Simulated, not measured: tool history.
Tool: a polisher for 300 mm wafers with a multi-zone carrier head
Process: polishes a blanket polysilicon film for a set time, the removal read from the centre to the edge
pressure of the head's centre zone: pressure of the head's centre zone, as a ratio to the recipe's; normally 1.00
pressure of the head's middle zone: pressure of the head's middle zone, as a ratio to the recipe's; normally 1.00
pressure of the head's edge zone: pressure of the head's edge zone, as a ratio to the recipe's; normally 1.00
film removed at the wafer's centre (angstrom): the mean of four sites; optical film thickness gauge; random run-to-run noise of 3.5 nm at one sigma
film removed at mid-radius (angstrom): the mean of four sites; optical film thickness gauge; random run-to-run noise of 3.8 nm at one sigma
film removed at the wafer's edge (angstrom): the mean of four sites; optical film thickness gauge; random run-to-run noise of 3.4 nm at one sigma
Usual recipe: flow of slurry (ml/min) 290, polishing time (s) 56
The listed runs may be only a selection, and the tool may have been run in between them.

run	hour	flow of slurry (ml/min)	pressure of the head's centre zone	pressure of the head's middle zone	pressure of the head's edge zone	polishing time (s)	wafers since the last listed run	wafers polished on this pad	hours since the slurry nozzle was cleaned	hours since the centre zone pressure was calibrated	hours since the edge zone pressure was calibrated	hours since the carrier head's membrane was replaced	incoming thickness of the incoming film, nm	film removed at the wafer's centre (angstrom)	film removed at mid-radius (angstrom)	film removed at the wafer's edge (angstrom)
1	0.0	290	1.00	0.91	1.00	56	0	874	55.1	717.4	84.7	1413.6	1665.2	2695	2885	2989
2	28.8	290	1.00	0.91	1.00	56	317	1192	83.9	746.2	113.5	1442.4	1688.7	2707	2924	2991
# hour 41.2: worn pad replaced by a new one
3	48.7	290	1.00	1.00	1.00	44	175	82	103.8	766.1	133.4	1462.3	1653.5	2140	2371	2347
4	99.0	290	1.00	1.00	1.00	44	554	637	154.1	816.4	183.7	1512.6	1659.7	2133	2407	2290
5	112.9	290	1.00	1.00	1.00	44	153	790	168.0	830.3	197.6	1526.5	1655.1	2089	2418	2309
# hour 132.2: centre zone pressure recalibrated
6	141.7	290	1.00	1.00	1.00	68	295	1086	196.8	9.5	226.4	1555.3	1683.8	3644	3754	3623
7	158.7	290	1.00	1.00	1.00	56	187	1273	213.8	26.5	243.4	1572.3	1656.2	2999	3091	2974
# hour 163.6: worn pad replaced by a new one
8	179.9	290	1.00	1.00	1.00	56	189	179	235.0	47.7	264.6	1593.5	1666.5	2963	2999	2933
9	200.6	290	1.00	1.00	1.00	56	228	408	255.7	68.4	285.3	1614.2	1683.4	2962	3130	2888
10	217.9	290	1.00	1.00	1.00	56	190	598	273.0	85.7	302.6	1631.5	1702.1	2954	3110	2941
11	241.1	290	1.00	1.00	1.00	56	255	854	296.2	108.9	325.8	1654.7	1673.3	2924	3055	2999
# hour 257.2: carrier head's membrane replaced by a new one
# hour 257.8: edge zone pressure recalibrated
12	262.3	290	1.00	1.00	1.12	67	171	1026	317.4	130.1	4.5	5.1	1657.6	3514	3687	3719
13	296.2	255	1.07	1.00	0.95	44	373	1400	351.3	164.0	38.4	39.0	1680.4	2461	2415	2228
# hour 315.3: worn pad replaced by a new one
14	329.0	390	1.00	1.00	1.00	56	317	150	384.1	196.8	71.2	71.8	1695.0	2970	3157	3037
# hour 336.8: slurry nozzle cleaned
15	341.5	290	0.95	0.93	1.12	37	126	277	4.7	209.3	83.7	84.3	1653.8	1811	1936	2062
16	423.2	290	0.95	1.00	1.05	44	901	1178	86.4	291.0	165.4	166.0	1640.0	2159	2452	2396
# hour 438.1: worn pad replaced by a new one
17	456.7	290	1.08	1.08	1.00	68	325	204	119.9	324.5	198.9	199.5	1686.6	3770	3904	3553
18	483.9	205	1.00	1.00	0.92	56	299	504	147.1	351.7	226.1	226.7	1655.3	2693	2969	2788
19	511.0	290	1.00	1.00	1.00	56	298	803	174.2	378.8	253.2	253.8	1674.6	2867	3136	2946
20	527.6	205	1.00	1.00	1.00	56	183	986	190.8	395.4	269.8	270.4	1670.9	2706	3002	2905
21	560.4	290	1.00	0.90	1.00	56	361	1348	223.6	428.2	302.6	303.2	1674.3	2811	2815	3000
# hour 564.9: edge zone pressure recalibrated
# hour 581.0: worn pad replaced by a new one
22	581.5	385	0.94	1.03	1.00	41	166	5	244.7	449.3	16.6	324.3	1636.8	1988	2347	2223
23	594.7	290	1.00	1.00	1.00	56	145	150	257.9	462.5	29.8	337.5	1689.1	2786	3084	2997

Predict each of these 3 candidate next runs independently; none follows another, all start after run 23:
A	595.1	290	1.00	1.00	1.00	56	4	155	258.3	462.9	30.2	337.9	1684.6	?	?	?
B	595.1	290	1.06	1.04	1.00	56	4	155	258.3	462.9	30.2	337.9	1684.6	?	?	?
C	595.1	290	0.96	0.94	0.95	76	4	155	258.3	462.9	30.2	337.9	1684.6	?	?	?

run	film removed at the wafer's centre (angstrom)	film removed at mid-radius (angstrom)	film removed at the wafer's edge (angstrom)
A	2762	3062	2939
B	2931	3155	2938
C	3595	3964	3926
With the hidden condition removed and each run's random variation left untouched, the same runs would have given:
run	film removed at the wafer's centre (angstrom)	film removed at mid-radius (angstrom)	film removed at the wafer's edge (angstrom)
A	2968	3061	2939
B	3149	3154	2938
C	3865	3963	3926
